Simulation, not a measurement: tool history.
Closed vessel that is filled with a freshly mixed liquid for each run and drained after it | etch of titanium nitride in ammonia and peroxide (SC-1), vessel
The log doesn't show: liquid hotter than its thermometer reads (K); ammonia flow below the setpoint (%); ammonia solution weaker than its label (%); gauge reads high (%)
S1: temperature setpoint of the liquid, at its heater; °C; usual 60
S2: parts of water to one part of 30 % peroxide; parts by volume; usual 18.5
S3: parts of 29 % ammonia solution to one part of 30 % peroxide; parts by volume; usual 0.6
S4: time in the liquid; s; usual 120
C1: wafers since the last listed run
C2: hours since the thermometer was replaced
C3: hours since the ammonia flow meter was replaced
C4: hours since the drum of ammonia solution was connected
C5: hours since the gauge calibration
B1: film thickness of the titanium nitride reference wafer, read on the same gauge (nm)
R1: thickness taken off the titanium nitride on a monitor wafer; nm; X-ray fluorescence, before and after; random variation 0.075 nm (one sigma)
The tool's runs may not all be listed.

| run | day | S1 | S2 | S3 | S4 | C1 | C2 | C3 | C4 | C5 | B1 | R1 |
|---|---|---|---|---|---|---|---|---|---|---|---|---|
| 1 | 0 | 60 | 18.5 | 0.6 | 120 | 0 | 606.8 | 333.9 | 138.3 | 148.9 | 79.99 | 13.85 |
| 2 | 3.946 | 60 | 18.5 | 0.6 | 120 | 7105 | 701.5 | 428.6 | 233 | 243.6 | 80.01 | 13.8 |
| 3 | 6.783 | 60 | 24 | 0.6 | 120 | 5109 | 769.6 | 496.7 | 301.1 | 311.7 | 80.01 | 12.11 |
|  | 17.275 | new drum of ammonia solution connected |
| 4 | 17.462 | 60 | 24 | 0.6 | 120 | 19154 | 1025.9 | 753 | 4.5 | 568 | 79.99 | 11.91 |
| 5 | 19.196 | 60 | 24 | 0.6 | 120 | 3121 | 1067.5 | 794.6 | 46.1 | 609.6 | 80 | 12 |
| 6 | 21.792 | 60 | 18.5 | 0.6 | 120 | 4674 | 1129.8 | 856.9 | 108.4 | 671.9 | 80 | 13.85 |
|  | 22.838 | thermometer replaced |
|  | 23.233 | gauge calibrated |
| 7 | 23.833 | 60 | 18.5 | 0.6 | 120 | 3601 | 23.9 | 905.9 | 157.4 | 14.4 | 80 | 13.83 |
| 8 | 27.871 | 63.5 | 11 | 0.8 | 80 | 7270 | 120.8 | 1002.8 | 254.3 | 111.3 | 79.99 | 16.08 |
|  | 28.158 | ammonia flow meter replaced |
| 9 | 30.146 | 55.5 | 12.5 | 0.4 | 65 | 4021 | 175.4 | 47.7 | 308.9 | 165.9 | 80.01 | 6.43 |
| 10 | 32.371 | 60 | 18.5 | 0.6 | 120 | 4006 | 228.8 | 101.1 | 362.3 | 219.3 | 79.98 | 14 |
| 11 | 34.792 | 60 | 18.5 | 0.6 | 120 | 4359 | 286.9 | 159.2 | 420.4 | 277.4 | 79.99 | 13.68 |
| 12 | 38.683 | 60 | 18.5 | 0.6 | 145 | 7007 | 380.3 | 252.6 | 513.8 | 370.8 | 80.01 | 16.68 |
| 13 | 42.008 | 64 | 18.5 | 0.6 | 120 | 5987 | 460.1 | 332.4 | 593.6 | 450.6 | 79.99 | 17.92 |
|  | 43.421 | new drum of ammonia solution connected |
| 14 | 45.508 | 54 | 21.5 | 0.85 | 55 | 6227 | 544.1 | 416.4 | 50.1 | 534.6 | 80 | 4.16 |

3 ways to go on from here, each from the tool as it stands after run 14. What would each give?
| A | 45.538 | 60 | 18.5 | 0.6 | 120 | 52 | 544.8 | 417.1 | 50.8 | 535.3 | ? | ? |
| B | 45.538 | 51 | 18.5 | 0.7 | 60 | 52 | 544.8 | 417.1 | 50.8 | 535.3 | ? | ? |
| C | 45.538 | 55 | 18.5 | 0.5 | 160 | 52 | 544.8 | 417.1 | 50.8 | 535.3 | ? | ? |

| run | B1 | R1 |
|---|---|---|
| A | 80.01 | 13.98 |
| B | 80.01 | 3.92 |
| C | 80.01 | 12.93 |
Without the tool's hidden state the same runs would have given:
| run | R1 |
|---|---|
| A | 13.98 |
| B | 3.92 |
| C | 12.93 |

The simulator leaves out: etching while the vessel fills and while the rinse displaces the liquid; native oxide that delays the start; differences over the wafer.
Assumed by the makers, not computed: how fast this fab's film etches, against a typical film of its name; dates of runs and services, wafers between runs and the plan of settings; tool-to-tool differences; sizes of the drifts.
